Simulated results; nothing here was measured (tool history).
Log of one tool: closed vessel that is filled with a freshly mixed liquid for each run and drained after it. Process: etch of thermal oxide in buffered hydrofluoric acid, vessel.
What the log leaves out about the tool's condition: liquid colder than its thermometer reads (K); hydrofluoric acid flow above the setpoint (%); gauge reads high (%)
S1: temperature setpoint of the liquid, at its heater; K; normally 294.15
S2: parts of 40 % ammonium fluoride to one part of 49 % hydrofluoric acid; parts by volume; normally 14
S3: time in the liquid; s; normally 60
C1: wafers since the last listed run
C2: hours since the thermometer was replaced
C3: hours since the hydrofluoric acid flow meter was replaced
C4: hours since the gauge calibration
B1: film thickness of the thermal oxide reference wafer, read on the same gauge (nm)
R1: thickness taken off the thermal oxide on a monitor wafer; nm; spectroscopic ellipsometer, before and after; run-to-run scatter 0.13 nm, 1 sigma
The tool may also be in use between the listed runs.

{"run": 1, "hour": 0.0, "S1": 296.15, "S2": 14, "S3": 85, "C1": 0, "C2": 1793.5, "C3": 1335.6, "C4": 59.5, "B1": 80.01, "R1": 81.62}
{"run": 2, "hour": 16.9, "S1": 296.15, "S2": 14, "S3": 85, "C1": 1408, "C2": 1810.4, "C3": 1352.5, "C4": 76.4, "B1": 80.02, "R1": 81.42}
{"hour": 61.6, "done": "hydrofluoric acid flow meter replaced"}
{"run": 3, "hour": 67.2, "S1": 296.15, "S2": 14, "S3": 85, "C1": 4107, "C2": 1860.7, "C3": 5.6, "C4": 126.7, "B1": 79.99, "R1": 74.32}
{"hour": 72.4, "done": "thermometer replaced"}
{"run": 4, "hour": 75.0, "S1": 294.15, "S2": 14, "S3": 60, "C1": 566, "C2": 2.6, "C3": 13.4, "C4": 134.5, "B1": 80, "R1": 46.9}
{"run": 5, "hour": 91.9, "S1": 294.15, "S2": 14, "S3": 60, "C1": 1408, "C2": 19.5, "C3": 30.3, "C4": 151.4, "B1": 80, "R1": 47.08}
{"run": 6, "hour": 100.9, "S1": 294.15, "S2": 14, "S3": 60, "C1": 749, "C2": 28.5, "C3": 39.3, "C4": 160.4, "B1": 80.01, "R1": 47.07}
{"run": 7, "hour": 113.6, "S1": 294.15, "S2": 14, "S3": 75, "C1": 1058, "C2": 41.2, "C3": 52, "C4": 173.1, "B1": 79.97, "R1": 59.15}
{"run": 8, "hour": 128.0, "S1": 294.15, "S2": 18, "S3": 60, "C1": 1199, "C2": 55.6, "C3": 66.4, "C4": 187.5, "B1": 80.01, "R1": 37.08}
{"hour": 133.4, "done": "gauge calibrated"}
{"run": 9, "hour": 140.9, "S1": 296.65, "S2": 14, "S3": 90, "C1": 1074, "C2": 68.5, "C3": 79.3, "C4": 7.5, "B1": 80.03, "R1": 81.58}
{"run": 10, "hour": 152.7, "S1": 294.15, "S2": 17.5, "S3": 75, "C1": 983, "C2": 80.3, "C3": 91.1, "C4": 19.3, "B1": 79.99, "R1": 47.6}
{"run": 11, "hour": 163.1, "S1": 294.15, "S2": 19.5, "S3": 35, "C1": 866, "C2": 90.7, "C3": 101.5, "C4": 29.7, "B1": 79.99, "R1": 19.87}
{"run": 12, "hour": 174.9, "S1": 294.15, "S2": 14, "S3": 60, "C1": 983, "C2": 102.5, "C3": 113.3, "C4": 41.5, "B1": 79.99, "R1": 47.35}

Run 13 is up next; what results do you expect?
{"run": 13, "hour": 190.3, "S1": 294.15, "S2": 16.5, "S3": 90, "C1": 1283, "C2": 117.9, "C3": 128.7, "C4": 56.9, "B1": "?", "R1": "?"}

B1: 80.02
R1: 60.72 nm
Minus the tool's unlogged condition, the same run would have read R1 59.69 nm.

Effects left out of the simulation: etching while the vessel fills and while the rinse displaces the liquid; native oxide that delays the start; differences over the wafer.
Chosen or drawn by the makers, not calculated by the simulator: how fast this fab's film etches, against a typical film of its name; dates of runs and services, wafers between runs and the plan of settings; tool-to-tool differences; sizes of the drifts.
